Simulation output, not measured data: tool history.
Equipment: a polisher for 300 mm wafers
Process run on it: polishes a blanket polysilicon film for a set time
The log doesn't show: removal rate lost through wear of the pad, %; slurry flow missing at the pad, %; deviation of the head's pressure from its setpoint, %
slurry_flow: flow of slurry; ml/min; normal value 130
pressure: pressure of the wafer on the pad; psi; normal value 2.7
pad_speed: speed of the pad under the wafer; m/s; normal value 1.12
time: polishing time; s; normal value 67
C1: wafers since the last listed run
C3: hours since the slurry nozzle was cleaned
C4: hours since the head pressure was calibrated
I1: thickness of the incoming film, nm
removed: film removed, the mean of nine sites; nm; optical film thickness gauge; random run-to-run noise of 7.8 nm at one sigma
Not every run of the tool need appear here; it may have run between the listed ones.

run 1 hour=0 | slurry_flow=130 pressure=2.7 pad_speed=1.12 time=79 | C1=0 wafers_polished_on_this_pad=4227 C3=122.2 C4=64.2 | I1=1682.7 | removed=679.3
run 2 hour=43.8 | slurry_flow=130 pressure=2.7 pad_speed=1.12 time=67 | C1=550 wafers_polished_on_this_pad=4778 C3=166 C4=108 | I1=1657.2 | removed=584.5
-- hour=86 worn pad replaced by a new one
run 3 hour=98.7 | slurry_flow=130 pressure=2.7 pad_speed=1.12 time=67 | C1=640 wafers_polished_on_this_pad=159 C3=220.9 C4=162.9 | I1=1661.8 | removed=569.4
run 4 hour=126.8 | slurry_flow=130 pressure=2.7 pad_speed=1.12 time=67 | C1=353 wafers_polished_on_this_pad=512 C3=249 C4=191 | I1=1692.1 | removed=581.8
run 5 hour=181.1 | slurry_flow=130 pressure=2.7 pad_speed=1.12 time=67 | C1=683 wafers_polished_on_this_pad=1195 C3=303.3 C4=245.3 | I1=1660.7 | removed=571
run 6 hour=206.6 | slurry_flow=130 pressure=2.7 pad_speed=1.12 time=67 | C1=320 wafers_polished_on_this_pad=1516 C3=328.8 C4=270.8 | I1=1655.6 | removed=567
run 7 hour=252.7 | slurry_flow=130 pressure=3 pad_speed=1.12 time=67 | C1=579 wafers_polished_on_this_pad=2096 C3=374.9 C4=316.9 | I1=1680 | removed=661.3
run 8 hour=278.9 | slurry_flow=130 pressure=3 pad_speed=1.12 time=67 | C1=329 wafers_polished_on_this_pad=2426 C3=401.1 C4=343.1 | I1=1655.3 | removed=620
run 9 hour=327.4 | slurry_flow=130 pressure=3 pad_speed=1.12 time=67 | C1=610 wafers_polished_on_this_pad=3036 C3=449.6 C4=391.6 | I1=1700.8 | removed=642.9
run 10 hour=383.7 | slurry_flow=130 pressure=2.7 pad_speed=1.12 time=67 | C1=708 wafers_polished_on_this_pad=3744 C3=505.9 C4=447.9 | I1=1680.7 | removed=583
-- hour=411.7 slurry nozzle cleaned
run 11 hour=423.5 | slurry_flow=130 pressure=2.7 pad_speed=1.12 time=67 | C1=488 wafers_polished_on_this_pad=4232 C3=11.8 C4=487.7 | I1=1675.1 | removed=586
-- hour=472.4 worn pad replaced by a new one
run 12 hour=494.6 | slurry_flow=130 pressure=2.9 pad_speed=1.12 time=67 | C1=844 wafers_polished_on_this_pad=278 C3=82.9 C4=558.8 | I1=1666.4 | removed=615
run 13 hour=549 | slurry_flow=130 pressure=2.9 pad_speed=1.12 time=67 | C1=684 wafers_polished_on_this_pad=963 C3=137.3 C4=613.2 | I1=1683.7 | removed=623
run 14 hour=613.9 | slurry_flow=130 pressure=2.7 pad_speed=1.12 time=67 | C1=816 wafers_polished_on_this_pad=1779 C3=202.2 C4=678.1 | I1=1685 | removed=573.1
run 15 hour=673.1 | slurry_flow=130 pressure=2.3 pad_speed=1.12 time=67 | C1=744 wafers_polished_on_this_pad=2524 C3=261.4 C4=737.3 | I1=1673.1 | removed=494.7
run 16 hour=707 | slurry_flow=130 pressure=2.7 pad_speed=1.12 time=67 | C1=426 wafers_polished_on_this_pad=2950 C3=295.3 C4=771.2 | I1=1660 | removed=579.7
run 17 hour=745.2 | slurry_flow=110 pressure=2.7 pad_speed=0.84 time=78 | C1=480 wafers_polished_on_this_pad=3431 C3=333.5 C4=809.4 | I1=1677.8 | removed=481.9
-- hour=766.8 head pressure recalibrated
run 18 hour=784.5 | slurry_flow=95 pressure=2.7 pad_speed=1.12 time=67 | C1=469 wafers_polished_on_this_pad=3900 C3=372.8 C4=17.7 | I1=1674.1 | removed=534.6
run 19 hour=835.3 | slurry_flow=155 pressure=2 pad_speed=1.12 time=59 | C1=639 wafers_polished_on_this_pad=4539 C3=423.6 C4=68.5 | I1=1664.9 | removed=388.7
-- hour=887.5 slurry nozzle cleaned
run 20 hour=891.9 | slurry_flow=130 pressure=2.7 pad_speed=1.12 time=67 | C1=699 wafers_polished_on_this_pad=5239 C3=4.4 C4=125.1 | I1=1666.6 | removed=583.2
-- hour=910.5 worn pad replaced by a new one
run 21 hour=916.2 | slurry_flow=130 pressure=2.7 pad_speed=1.12 time=67 | C1=255 wafers_polished_on_this_pad=71 C3=28.7 C4=149.4 | I1=1666.2 | removed=588.3
run 22 hour=957.1 | slurry_flow=140 pressure=2.1 pad_speed=1.48 time=60 | C1=514 wafers_polished_on_this_pad=585 C3=69.6 C4=190.3 | I1=1650.8 | removed=540.3
run 23 hour=999 | slurry_flow=130 pressure=3 pad_speed=1.12 time=67 | C1=527 wafers_polished_on_this_pad=1112 C3=111.5 C4=232.2 | I1=1672.5 | removed=655.5
run 24 hour=1032.6 | slurry_flow=165 pressure=2.4 pad_speed=1 time=67 | C1=422 wafers_polished_on_this_pad=1535 C3=145.1 C4=265.8 | I1=1692 | removed=469.1
run 25 hour=1059.6 | slurry_flow=130 pressure=2.7 pad_speed=1.12 time=67 | C1=339 wafers_polished_on_this_pad=1875 C3=172.1 C4=292.8 | I1=1675.6 | removed=583.8
run 26 hour=1098.1 | slurry_flow=130 pressure=2.7 pad_speed=1.12 time=67 | C1=484 wafers_polished_on_this_pad=2359 C3=210.6 C4=331.3 | I1=1656.4 | removed=564
run 27 hour=1166.9 | slurry_flow=130 pressure=2.7 pad_speed=0.96 time=67 | C1=865 wafers_polished_on_this_pad=3224 C3=279.4 C4=400.1 | I1=1688.9 | removed=491.8
run 28 hour=1196.2 | slurry_flow=130 pressure=2.7 pad_speed=1.12 time=67 | C1=368 wafers_polished_on_this_pad=3593 C3=308.7 C4=429.4 | I1=1649.8 | removed=579
run 29 hour=1236.3 | slurry_flow=170 pressure=2.7 pad_speed=1.26 time=67 | C1=504 wafers_polished_on_this_pad=4097 C3=348.8 C4=469.5 | I1=1688.8 | removed=672
run 30 hour=1275.9 | slurry_flow=130 pressure=3.4 pad_speed=1.12 time=77 | C1=498 wafers_polished_on_this_pad=4596 C3=388.4 C4=509.1 | I1=1657.1 | removed=827.7
run 31 hour=1305.8 | slurry_flow=130 pressure=3.4 pad_speed=1.12 time=67 | C1=376 wafers_polished_on_this_pad=4972 C3=418.3 C4=539 | I1=1680.2 | removed=730.8
run 32 hour=1333.6 | slurry_flow=130 pressure=2.7 pad_speed=1.12 time=67 | C1=349 wafers_polished_on_this_pad=5322 C3=446.1 C4=566.8 | I1=1655.1 | removed=579.5
-- hour=1350.3 worn pad replaced by a new one
-- hour=1363 slurry nozzle cleaned
run 33 hour=1402.9 | slurry_flow=95 pressure=3.3 pad_speed=0.98 time=67 | C1=808 wafers_polished_on_this_pad=648 C3=39.9 C4=636.1 | I1=1688.6 | removed=586.9
run 34 hour=1434.5 | slurry_flow=130 pressure=2.7 pad_speed=1.12 time=61 | C1=397 wafers_polished_on_this_pad=1046 C3=71.5 C4=667.7 | I1=1670.2 | removed=525.2
run 35 hour=1492.6 | slurry_flow=130 pressure=2.7 pad_speed=1.12 time=54 | C1=730 wafers_polished_on_this_pad=1777 C3=129.6 C4=725.8 | I1=1633 | removed=468
-- hour=1517.6 head pressure recalibrated
run 36 hour=1561.5 | slurry_flow=130 pressure=2.7 pad_speed=1.12 time=67 | C1=841 wafers_polished_on_this_pad=2618 C3=198.5 C4=43.9 | I1=1703.8 | removed=585.5
run 37 hour=1605.5 | slurry_flow=130 pressure=3.2 pad_speed=0.94 time=67 | C1=553 wafers_polished_on_this_pad=3172 C3=242.5 C4=87.9 | I1=1651.7 | removed=568.9

Entry by entry between the runs, the difference in hidden state between the last listed run before and the first listed run after:
From run 2 to run 3: worn pad replaced by a new one (hour 86)
  both runs share identical hidden conditions
From run 10 to run 11: slurry nozzle cleaned (hour 411.7)
  both runs share identical hidden conditions
From run 11 to run 12: worn pad replaced by a new one (hour 472.4)
  both runs share identical hidden conditions
From run 17 to run 18: head pressure recalibrated (hour 766.8)
  both runs share identical hidden conditions
From run 19 to run 20: slurry nozzle cleaned (hour 887.5)
  both runs share identical hidden conditions
From run 20 to run 21: worn pad replaced by a new one (hour 910.5)
  both runs share identical hidden conditions
From run 32 to run 33: worn pad replaced by a new one (hour 1350.3); slurry nozzle cleaned (hour 1363)
  both runs share identical hidden conditions
From run 35 to run 36: head pressure recalibrated (hour 1517.6)
  both runs share identical hidden conditions

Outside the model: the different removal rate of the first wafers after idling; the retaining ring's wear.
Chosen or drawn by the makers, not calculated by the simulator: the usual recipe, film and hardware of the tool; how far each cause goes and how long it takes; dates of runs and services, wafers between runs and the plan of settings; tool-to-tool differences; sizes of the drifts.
